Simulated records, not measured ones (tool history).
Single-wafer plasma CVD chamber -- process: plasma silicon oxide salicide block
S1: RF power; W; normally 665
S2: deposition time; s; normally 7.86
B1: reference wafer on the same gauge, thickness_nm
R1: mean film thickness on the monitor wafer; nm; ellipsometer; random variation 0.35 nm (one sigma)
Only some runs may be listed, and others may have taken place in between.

run	hour	S1	S2	B1	R1
1	0	665	6.99	67.658	73.894
# hour 106.3: RF generator calibrated
2	224.1	665	6.99	68.074	74.726
3	293	665	6.99	68.16	74.673
4	369.8	665	8.34	68.363	89.237
5	473.1	665	8.34	68.56	89.897
6	509.6	665	8.34	68.707	90.394
7	563.6	665	7.86	68.815	85.112
8	626.5	770	7.86	68.948	87.756
9	718.6	770	7.86	69.192	88.539
10	757.4	770	7.86	69.337	88.211
11	800.4	665	7.86	69.48	86.318
12	879.6	665	7.86	69.645	85.94
13	973.3	665	7.86	69.987	85.975
# hour 1028.5: RF generator calibrated
14	1067.4	590	8.37	70.325	89.42
# hour 1162.1: showerhead replaced
# hour 1286.8: gauge calibrated
15	1299.8	590	9.38	67.356	97.383
16	1378.1	730	8.8	67.372	95.044
17	1462	790	8.47	67.398	93.361
18	1510.8	770	7.86	67.449	85.686
19	1568.3	545	7.37	67.449	75.388
20	1665.5	665	7.86	67.471	83.518
21	1749.9	665	7.86	67.564	83.033
22	1843	665	6.38	67.628	67.75
23	1897.3	665	7.86	67.664	83.381
24	1982.2	615	9.15	67.823	95.535
# hour 2038: RF generator calibrated
25	2089.8	745	7.86	67.941	85.772
26	2132.4	760	8.92	67.999	97.616
27	2239.1	665	7.86	68.158	84.82

Run by run, hidden condition taken away, random variation retained:
The tool's hidden condition here consists of: delivered RF power above the setpoint (%); gauge reads high (%).
run	R1
1	73.604
2	74.013
3	73.813
4	88.003
5	88.354
6	88.731
7	83.385
8	85.776
9	86.232
10	85.778
11	83.789
12	83.14
13	82.826
14	85.767
15	97.41
16	95.061
17	93.35
18	85.655
19	75.332
20	83.388
21	82.828
22	67.501
23	83.007
24	94.973
25	85.092
26	96.756
27	83.867
